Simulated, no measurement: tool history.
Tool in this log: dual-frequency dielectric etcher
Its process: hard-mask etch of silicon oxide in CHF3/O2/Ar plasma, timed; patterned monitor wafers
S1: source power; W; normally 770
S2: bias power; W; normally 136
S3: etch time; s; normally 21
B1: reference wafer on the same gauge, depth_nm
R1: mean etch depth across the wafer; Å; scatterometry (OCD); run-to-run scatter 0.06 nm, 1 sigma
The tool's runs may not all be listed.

run     day   S1   S2    S3     B1     R1
  1       0  770  136    21   40.2  396.4
  2   0.833  770  136    21   40.2  395.5
  3   1.908  770  136    21  40.21  395.1
  4   3.225  770  136    21  40.21  395.3
      4.367  -- wet clean of the chamber
  5   4.654  770  136    21   40.2  398.8
  6   5.225  770  136    21  40.19  399.5
  7    6.45  770  136    21   40.2  397.4
      8.654  -- upper electrode replaced
      8.779  -- source power generator calibrated
  8     8.8  770  136    21  40.19  398.4
  9  11.567  770  136    21   40.2  397.8
     14.442  -- bias power generator calibrated
 10  14.504  770  136    21  40.19  396.6
 11  15.479  770  136    21   40.2  397.5
 12  16.071  770  136    21  40.19  397.7
 13   16.65  770  136    21   40.2  395.7
     17.133  -- gauge calibrated
 14  17.246  890  165  23.5  40.21    506
 15  18.517  700  146    24   40.2  443.7
 16  19.275  770  147    21  40.21  407.8
 17  20.408  770  136    21  40.19  394.9
     21.938  -- wet clean of the chamber
 18  21.958  770  136    21  40.21  397.8

What will run 19 give?
 19  22.317  770  136  21   ?   ?

Run 19 yielded B1 40.21, R1 396.4 Å.
The same run, on a tool lacking any hidden state, would have yielded R1 396.6 Å.
